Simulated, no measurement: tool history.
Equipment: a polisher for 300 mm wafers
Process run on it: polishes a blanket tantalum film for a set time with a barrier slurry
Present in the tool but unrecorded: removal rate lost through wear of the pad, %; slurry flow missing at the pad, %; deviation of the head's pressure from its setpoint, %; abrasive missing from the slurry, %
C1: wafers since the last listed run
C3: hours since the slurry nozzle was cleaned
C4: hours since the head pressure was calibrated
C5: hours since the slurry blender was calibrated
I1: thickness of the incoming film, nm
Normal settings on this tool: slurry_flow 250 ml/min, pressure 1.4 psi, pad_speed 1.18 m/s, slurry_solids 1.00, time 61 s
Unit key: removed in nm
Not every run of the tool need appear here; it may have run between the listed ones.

run 1 hour=0.0 | slurry_flow=300 pressure=1.4 pad_speed=1.18 slurry_solids=1.00 time=61 | C1=0 wafers_polished_on_this_pad=2007 C3=186.1 C4=24.7 C5=95.1 | I1=252.2 | removed=81.5
run 2 hour=47.9 | slurry_flow=300 pressure=1.4 pad_speed=1.18 slurry_solids=1.00 time=61 | C1=444 wafers_polished_on_this_pad=2451 C3=234.0 C4=72.6 C5=143.0 | I1=246.9 | removed=81.5
run 3 hour=96.8 | slurry_flow=300 pressure=1.4 pad_speed=1.18 slurry_solids=1.00 time=61 | C1=454 wafers_polished_on_this_pad=2906 C3=282.9 C4=121.5 C5=191.9 | I1=249.8 | removed=83.2
run 4 hour=131.0 | slurry_flow=250 pressure=1.6 pad_speed=1.18 slurry_solids=1.00 time=50 | C1=317 wafers_polished_on_this_pad=3223 C3=317.1 C4=155.7 C5=226.1 | I1=247.7 | removed=72.5
-- hour=167.7 worn pad replaced by a new one
run 5 hour=172.8 | slurry_flow=200 pressure=1.4 pad_speed=1.36 slurry_solids=1.00 time=61 | C1=351 wafers_polished_on_this_pad=47 C3=358.9 C4=197.5 C5=267.9 | I1=248.1 | removed=100.3
run 6 hour=208.7 | slurry_flow=200 pressure=1.4 pad_speed=1.36 slurry_solids=1.00 time=61 | C1=333 wafers_polished_on_this_pad=380 C3=394.8 C4=233.4 C5=303.8 | I1=247.8 | removed=96.6
-- hour=253.3 slurry nozzle cleaned
run 7 hour=270.5 | slurry_flow=280 pressure=1.4 pad_speed=1.18 slurry_solids=1.00 time=61 | C1=564 wafers_polished_on_this_pad=945 C3=17.2 C4=295.2 C5=365.6 | I1=249.0 | removed=83.9
-- hour=368.0 slurry blender recalibrated
run 8 hour=420.1 | slurry_flow=250 pressure=1.4 pad_speed=1.18 slurry_solids=1.00 time=61 | C1=1370 wafers_polished_on_this_pad=2315 C3=166.8 C4=444.8 C5=52.1 | I1=251.3 | removed=81.6
run 9 hour=454.7 | slurry_flow=250 pressure=1.4 pad_speed=1.18 slurry_solids=1.00 time=61 | C1=321 wafers_polished_on_this_pad=2636 C3=201.4 C4=479.4 C5=86.7 | I1=252.9 | removed=80.0
run 10 hour=505.2 | slurry_flow=250 pressure=1.4 pad_speed=1.18 slurry_solids=1.00 time=61 | C1=468 wafers_polished_on_this_pad=3105 C3=251.9 C4=529.9 C5=137.2 | I1=248.0 | removed=81.1
run 11 hour=537.7 | slurry_flow=250 pressure=1.4 pad_speed=1.18 slurry_solids=1.00 time=61 | C1=301 wafers_polished_on_this_pad=3407 C3=284.4 C4=562.4 C5=169.7 | I1=250.2 | removed=80.6
run 12 hour=586.9 | slurry_flow=250 pressure=1.4 pad_speed=1.30 slurry_solids=0.70 time=50 | C1=456 wafers_polished_on_this_pad=3864 C3=333.6 C4=611.6 C5=218.9 | I1=249.6 | removed=66.4
-- hour=619.6 worn pad replaced by a new one
-- hour=640.1 slurry nozzle cleaned
run 13 hour=652.5 | slurry_flow=250 pressure=1.4 pad_speed=1.18 slurry_solids=1.00 time=61 | C1=562 wafers_polished_on_this_pad=296 C3=12.4 C4=677.2 C5=284.5 | I1=252.1 | removed=88.1
-- hour=681.8 head pressure recalibrated
run 14 hour=712.4 | slurry_flow=220 pressure=1.4 pad_speed=1.18 slurry_solids=1.15 time=67 | C1=537 wafers_polished_on_this_pad=834 C3=72.3 C4=30.6 C5=344.4 | I1=247.7 | removed=94.5
-- hour=732.5 slurry blender recalibrated
run 15 hour=747.5 | slurry_flow=165 pressure=1.2 pad_speed=1.18 slurry_solids=1.00 time=61 | C1=307 wafers_polished_on_this_pad=1141 C3=107.4 C4=65.7 C5=15.0 | I1=253.0 | removed=69.9
run 16 hour=798.6 | slurry_flow=305 pressure=1.4 pad_speed=1.18 slurry_solids=1.00 time=61 | C1=474 wafers_polished_on_this_pad=1616 C3=158.5 C4=116.8 C5=66.1 | I1=245.0 | removed=84.2
run 17 hour=856.1 | slurry_flow=250 pressure=1.4 pad_speed=1.18 slurry_solids=1.00 time=61 | C1=533 wafers_polished_on_this_pad=2150 C3=216.0 C4=174.3 C5=123.6 | I1=248.9 | removed=80.3
run 18 hour=899.0 | slurry_flow=250 pressure=1.4 pad_speed=1.46 slurry_solids=1.00 time=61 | C1=398 wafers_polished_on_this_pad=2548 C3=258.9 C4=217.2 C5=166.5 | I1=249.5 | removed=98.5
run 19 hour=952.0 | slurry_flow=250 pressure=1.0 pad_speed=1.32 slurry_solids=1.00 time=61 | C1=492 wafers_polished_on_this_pad=3040 C3=311.9 C4=270.2 C5=219.5 | I1=250.3 | removed=69.5
-- hour=984.0 worn pad replaced by a new one
run 20 hour=1004.9 | slurry_flow=250 pressure=1.4 pad_speed=1.58 slurry_solids=1.00 time=61 | C1=454 wafers_polished_on_this_pad=193 C3=364.8 C4=323.1 C5=272.4 | I1=247.8 | removed=115.2
run 21 hour=1062.4 | slurry_flow=165 pressure=1.4 pad_speed=0.98 slurry_solids=1.00 time=61 | C1=533 wafers_polished_on_this_pad=727 C3=422.3 C4=380.6 C5=329.9 | I1=250.5 | removed=66.2
run 22 hour=1117.3 | slurry_flow=250 pressure=1.4 pad_speed=1.18 slurry_solids=1.00 time=61 | C1=509 wafers_polished_on_this_pad=1237 C3=477.2 C4=435.5 C5=384.8 | I1=252.8 | removed=82.0
-- hour=1132.7 slurry nozzle cleaned
-- hour=1175.3 slurry blender recalibrated
run 23 hour=1180.6 | slurry_flow=295 pressure=1.4 pad_speed=1.18 slurry_solids=1.00 time=61 | C1=559 wafers_polished_on_this_pad=1797 C3=47.9 C4=498.8 C5=5.3 | I1=247.9 | removed=83.1
run 24 hour=1222.2 | slurry_flow=165 pressure=1.1 pad_speed=1.18 slurry_solids=1.00 time=46 | C1=386 wafers_polished_on_this_pad=2183 C3=89.5 C4=540.4 C5=46.9 | I1=251.8 | removed=46.9
run 25 hour=1284.7 | slurry_flow=250 pressure=1.4 pad_speed=1.40 slurry_solids=0.85 time=61 | C1=580 wafers_polished_on_this_pad=2764 C3=152.0 C4=602.9 C5=109.4 | I1=253.8 | removed=92.0
run 26 hour=1325.2 | slurry_flow=250 pressure=1.4 pad_speed=1.18 slurry_solids=1.20 time=54 | C1=376 wafers_polished_on_this_pad=3140 C3=192.5 C4=643.4 C5=149.9 | I1=250.6 | removed=73.2
run 27 hour=1373.2 | slurry_flow=250 pressure=1.7 pad_speed=1.18 slurry_solids=1.00 time=61 | C1=445 wafers_polished_on_this_pad=3585 C3=240.5 C4=691.4 C5=197.9 | I1=250.7 | removed=93.6
-- hour=1419.7 head pressure recalibrated
-- hour=1461.7 worn pad replaced by a new one
-- hour=1565.2 slurry blender recalibrated
run 28 hour=1581.5 | slurry_flow=250 pressure=1.4 pad_speed=1.18 slurry_solids=1.00 time=81 | C1=1859 wafers_polished_on_this_pad=1093 C3=448.8 C4=161.8 C5=16.3 | I1=247.4 | removed=107.7
-- hour=1615.0 slurry nozzle cleaned
run 29 hour=1630.7 | slurry_flow=285 pressure=1.8 pad_speed=1.18 slurry_solids=1.00 time=61 | C1=447 wafers_polished_on_this_pad=1541 C3=15.7 C4=211.0 C5=65.5 | I1=255.1 | removed=104.5

Forecast each of these 5 alternatives for the next run:
run A hour=1631.1 | slurry_flow=285 pressure=1.4 pad_speed=1.18 slurry_solids=1.00 time=61 | C1=3 wafers_polished_on_this_pad=1545 C3=16.1 C4=211.4 C5=65.9 | I1=249.3 | removed=?
run B hour=1631.1 | slurry_flow=250 pressure=1.4 pad_speed=1.38 slurry_solids=1.00 time=45 | C1=3 wafers_polished_on_this_pad=1545 C3=16.1 C4=211.4 C5=65.9 | I1=249.3 | removed=?
run C hour=1631.1 | slurry_flow=250 pressure=1.4 pad_speed=1.18 slurry_solids=1.10 time=61 | C1=3 wafers_polished_on_this_pad=1545 C3=16.1 C4=211.4 C5=65.9 | I1=249.3 | removed=?
run D hour=1631.1 | slurry_flow=250 pressure=1.4 pad_speed=1.40 slurry_solids=1.00 time=43 | C1=3 wafers_polished_on_this_pad=1545 C3=16.1 C4=211.4 C5=65.9 | I1=249.3 | removed=?
run E hour=1631.1 | slurry_flow=175 pressure=1.4 pad_speed=1.40 slurry_solids=0.90 time=81 | C1=3 wafers_polished_on_this_pad=1545 C3=16.1 C4=211.4 C5=65.9 | I1=249.3 | removed=?

run=A removed=84.5
run=B removed=71.9
run=C removed=85.0
run=D removed=69.7
run=E removed=121.8
Take away the tool's hidden state, keep each run's random variation, and the runs would have read:
run=A removed=90.9
run=B removed=77.4
run=C removed=91.6
run=D removed=75.0
run=E removed=131.1

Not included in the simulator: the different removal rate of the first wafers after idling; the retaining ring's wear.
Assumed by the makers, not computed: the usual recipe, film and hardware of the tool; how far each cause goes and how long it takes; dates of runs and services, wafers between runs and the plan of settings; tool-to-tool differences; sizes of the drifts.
